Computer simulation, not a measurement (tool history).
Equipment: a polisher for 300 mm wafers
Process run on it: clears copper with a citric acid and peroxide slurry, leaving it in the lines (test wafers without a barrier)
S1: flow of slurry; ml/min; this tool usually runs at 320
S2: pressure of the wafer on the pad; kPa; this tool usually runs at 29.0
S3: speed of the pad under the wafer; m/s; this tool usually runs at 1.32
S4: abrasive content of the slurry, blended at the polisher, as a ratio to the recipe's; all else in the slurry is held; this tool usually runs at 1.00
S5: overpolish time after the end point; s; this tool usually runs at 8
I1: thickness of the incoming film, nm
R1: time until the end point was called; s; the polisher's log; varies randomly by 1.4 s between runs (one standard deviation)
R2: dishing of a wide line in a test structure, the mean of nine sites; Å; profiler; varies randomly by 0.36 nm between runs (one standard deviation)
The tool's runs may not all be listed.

run	day	S1	S2	S3	S4	S5	I1	R1	R2
1	0.000	320	29.0	0.98	1.00	8	434.1	150.1	178
2	0.746	320	29.0	1.44	1.00	8	435.8	116.4	233
3	1.075	320	29.0	1.32	1.00	8	427.9	122.1	213
4	1.433	320	29.0	1.32	1.00	8	427.5	120.8	218
# day 1.625: slurry blender recalibrated
5	1.779	320	29.0	1.32	1.00	10	431.1	122.3	266
6	2.196	320	29.0	1.32	1.00	10	424.9	124.0	262
7	2.942	320	29.0	1.32	1.00	10	426.6	121.7	270
8	4.583	320	29.0	1.32	1.00	8	430.3	122.4	215
# day 5.942: worn pad replaced by a new one
9	6.762	320	29.0	1.32	1.00	8	432.2	124.6	215
10	7.417	320	34.5	1.52	1.00	10	430.8	98.6	329
# day 7.692: slurry nozzle cleaned
11	8.125	255	33.8	1.32	1.00	10	436.9	112.7	289
12	8.475	235	29.0	1.32	0.90	8	437.9	128.2	213
13	8.842	320	29.0	1.32	1.15	8	434.5	117.1	228
# day 9.017: head pressure recalibrated
14	9.262	320	29.0	1.32	1.00	10	432.7	123.1	264
15	9.854	320	29.0	1.32	1.00	8	427.0	121.1	219
16	10.208	320	29.0	0.98	1.00	8	436.7	149.6	177
17	10.629	235	29.0	1.32	1.00	8	432.6	128.3	220
18	11.238	320	19.3	1.00	1.00	8	425.4	190.0	141
19	11.979	225	29.0	1.32	1.00	8	429.7	126.6	216
20	12.496	320	37.2	1.32	1.00	8	434.5	103.3	251
21	12.804	320	29.0	1.32	1.00	8	431.0	121.6	217
22	13.204	320	29.0	1.60	1.00	12	425.2	104.2	362
23	13.867	230	29.0	1.32	1.00	4	433.4	123.6	113
24	14.412	365	24.8	1.32	0.80	5	423.7	143.1	120
25	14.696	270	33.1	0.92	1.25	8	428.3	133.6	208
26	15.104	255	19.3	1.32	1.00	8	435.5	165.0	167
27	15.529	320	29.0	1.32	1.00	8	424.1	120.5	213
28	15.900	370	29.0	1.20	1.00	8	423.9	126.9	209
29	16.617	235	29.0	1.32	1.00	8	427.9	123.8	215

Give the tool's hidden conditions for every run:
removal rate lost through wear of the pad, %: 0 on each run
slurry flow missing at the pad, %: 0 on each run
deviation of the head's pressure from its setpoint, %: 0 on each run
abrasive missing from the slurry, %: 0 on each run

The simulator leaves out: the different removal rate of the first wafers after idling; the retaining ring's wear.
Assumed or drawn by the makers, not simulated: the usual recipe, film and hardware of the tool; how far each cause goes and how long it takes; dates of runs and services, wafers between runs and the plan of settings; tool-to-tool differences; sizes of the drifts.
